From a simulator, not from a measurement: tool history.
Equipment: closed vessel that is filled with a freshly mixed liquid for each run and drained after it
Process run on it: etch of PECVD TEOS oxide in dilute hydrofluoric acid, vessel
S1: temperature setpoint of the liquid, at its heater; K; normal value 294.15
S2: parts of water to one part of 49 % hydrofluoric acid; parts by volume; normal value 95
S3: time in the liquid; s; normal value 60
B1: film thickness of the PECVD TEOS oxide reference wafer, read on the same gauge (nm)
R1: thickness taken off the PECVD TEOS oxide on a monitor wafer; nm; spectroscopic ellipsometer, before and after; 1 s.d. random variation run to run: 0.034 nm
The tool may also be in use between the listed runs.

run	hour	S1	S2	S3	B1	R1
1	0	294.15	95	60	70.01	5.33
2	11.6	294.15	95	60	70.02	5.32
3	24.3	294.15	95	60	70.04	5.43
4	40.5	294.15	65	60	69.99	8.1
5	56.8	294.15	65	60	69.98	8.09
6	106.3	294.15	115	60	70.02	4.3
# hour 108.8: thermometer replaced
7	118.6	294.15	95	60	70.02	5.8
8	156.2	297.15	95	70	69.96	7.61
9	164.3	294.15	95	60	69.99	5.77
10	179.6	292.65	95	95	70.02	8.54
11	195.9	298.65	65	35	69.97	6.11
# hour 199.6: hydrofluoric acid flow meter replaced
# hour 202.5: gauge calibrated
12	212.7	297.15	70	60	70.02	9.1
13	230	294.15	65	60	69.97	8.68
14	242.3	291.65	110	35	70.01	2.53
15	256.3	294.15	80	85	70.01	9.67
16	267.3	298.15	55	50	69.98	10.06
17	283.7	297.15	70	60	70.04	9.01
18	295.4	297.15	70	60	70	8.96
19	308	290.15	65	30	69.96	3.62

Forecast each of these 5 alternatives for the next run:
A	308.7	294.15	95	60	?	?
B	308.7	290.15	95	60	?	?
C	308.7	295.65	55	40	?	?
D	308.7	290.65	75	35	?	?
E	308.7	294.15	50	60	?	?

run	B1	R1
A	69.99	5.63
B	69.99	4.76
C	69.99	7.23
D	69.99	3.67
E	69.99	11.27
The same runs, with their run-to-run variation unchanged, on a tool lacking any hidden condition would have given:
run	R1
A	5.79
B	4.9
C	7.44
D	3.78
E	11.61

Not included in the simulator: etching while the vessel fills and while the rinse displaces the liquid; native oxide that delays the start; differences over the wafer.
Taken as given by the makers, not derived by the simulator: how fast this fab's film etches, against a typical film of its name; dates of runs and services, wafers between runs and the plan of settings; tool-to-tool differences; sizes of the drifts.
